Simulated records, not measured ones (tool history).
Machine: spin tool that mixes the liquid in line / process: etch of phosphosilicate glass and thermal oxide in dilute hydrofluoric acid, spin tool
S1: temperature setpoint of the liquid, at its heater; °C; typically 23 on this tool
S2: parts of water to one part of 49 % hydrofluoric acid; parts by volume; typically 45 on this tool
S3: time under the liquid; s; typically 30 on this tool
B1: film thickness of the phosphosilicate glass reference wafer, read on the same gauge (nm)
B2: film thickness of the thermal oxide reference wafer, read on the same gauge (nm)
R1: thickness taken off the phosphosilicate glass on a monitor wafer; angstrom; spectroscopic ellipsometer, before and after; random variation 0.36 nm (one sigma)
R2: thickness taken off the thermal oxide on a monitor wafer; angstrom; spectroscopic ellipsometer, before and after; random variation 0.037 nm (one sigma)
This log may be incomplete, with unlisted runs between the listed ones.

| run | hour | S1 | S2 | S3 | B1 | B2 | R1 | R2 |
|---|---|---|---|---|---|---|---|---|
| 1 | 0 | 23 | 45 | 30 | 140.01 | 110.004 | 1141.5 | 31.6 |
| 2 | 48.1 | 21.5 | 25 | 40 | 140.01 | 110.013 | 2651.6 | 72.8 |
|  | 60.5 | hydrofluoric acid flow meter replaced |
| 3 | 262.9 | 26 | 30 | 15 | 140.02 | 110.013 | 994.9 | 27.04 |
| 4 | 303.7 | 21 | 50 | 15 | 140.01 | 110.01 | 469.5 | 12.57 |
| 5 | 354.3 | 20 | 45 | 30 | 140 | 110.004 | 1005.6 | 27.61 |
| 6 | 446.9 | 19 | 45 | 50 | 140 | 110.001 | 1612.7 | 44.49 |
| 7 | 505.4 | 21.5 | 60 | 30 | 139.99 | 110.009 | 784 | 21.55 |
| 8 | 569.5 | 23 | 45 | 30 | 140.01 | 110.001 | 1134.6 | 30.83 |
| 9 | 613.7 | 23 | 25 | 45 | 139.99 | 109.987 | 3135.8 | 87.07 |
| 10 | 707.8 | 21 | 60 | 30 | 140 | 109.986 | 771.4 | 21.44 |
| 11 | 781 | 23 | 45 | 30 | 140.01 | 109.984 | 1135.3 | 31.25 |
|  | 797.2 | hydrofluoric acid flow meter replaced |
| 12 | 840.1 | 23 | 45 | 15 | 140 | 110.024 | 568.6 | 16.09 |
| 13 | 895 | 26 | 45 | 30 | 140 | 109.989 | 1284.8 | 35.2 |
| 14 | 991.9 | 25 | 50 | 15 | 140 | 110.003 | 547.7 | 15.07 |
| 15 | 1097.1 | 23 | 45 | 30 | 140 | 110.025 | 1129.2 | 31.59 |
| 16 | 1202.8 | 23 | 65 | 30 | 140.01 | 110.002 | 764.4 | 21.27 |
| 17 | 1341.7 | 21.5 | 30 | 30 | 140 | 109.989 | 1624.3 | 44.59 |
|  | 1420.9 | hydrofluoric acid flow meter replaced |
| 18 | 1431.9 | 20 | 45 | 30 | 140.01 | 110.003 | 989.9 | 27.98 |
| 19 | 1487.6 | 26 | 55 | 25 | 140 | 109.99 | 861.3 | 23.61 |
| 20 | 1586.9 | 24.5 | 25 | 15 | 140 | 109.988 | 1113.2 | 30.05 |
| 21 | 1625.8 | 23 | 45 | 30 | 139.98 | 110.002 | 1126.9 | 31.18 |
| 22 | 1681.4 | 23 | 55 | 30 | 140 | 109.989 | 905.5 | 25 |
|  | 1737.1 | gauge calibrated |
|  | 1741.8 | thermometer replaced |
| 23 | 1763.1 | 23 | 60 | 30 | 140 | 109.974 | 844 | 23.13 |
| 24 | 1828.3 | 21 | 55 | 40 | 139.98 | 109.971 | 1128.2 | 31.4 |

Alternative continuations, all from the tool just after run 24; predict every row:
| A | 1828.7 | 23 | 45 | 30 | ? | ? | ? | ? |
| B | 1828.7 | 27.5 | 45 | 40 | ? | ? | ? | ? |
| C | 1828.7 | 24.5 | 45 | 30 | ? | ? | ? | ? |
| D | 1828.7 | 23 | 35 | 50 | ? | ? | ? | ? |
| E | 1828.7 | 23 | 60 | 35 | ? | ? | ? | ? |

| run | B1 | B2 | R1 | R2 |
|---|---|---|---|---|
| A | 140.02 | 109.992 | 1142.7 | 31.3 |
| B | 140.02 | 109.992 | 1831.9 | 50.17 |
| C | 140.02 | 109.992 | 1216 | 33.3 |
| D | 140.02 | 109.992 | 2480.7 | 67.95 |
| E | 140.02 | 109.992 | 980.7 | 26.86 |
The same runs, with their run-to-run variation unchanged, on a tool lacking any hidden condition would have given:
| run | R1 | R2 |
|---|---|---|
| A | 1146.5 | 31.4 |
| B | 1837.8 | 50.33 |
| C | 1220 | 33.41 |
| D | 2489.1 | 68.17 |
| E | 984 | 26.95 |
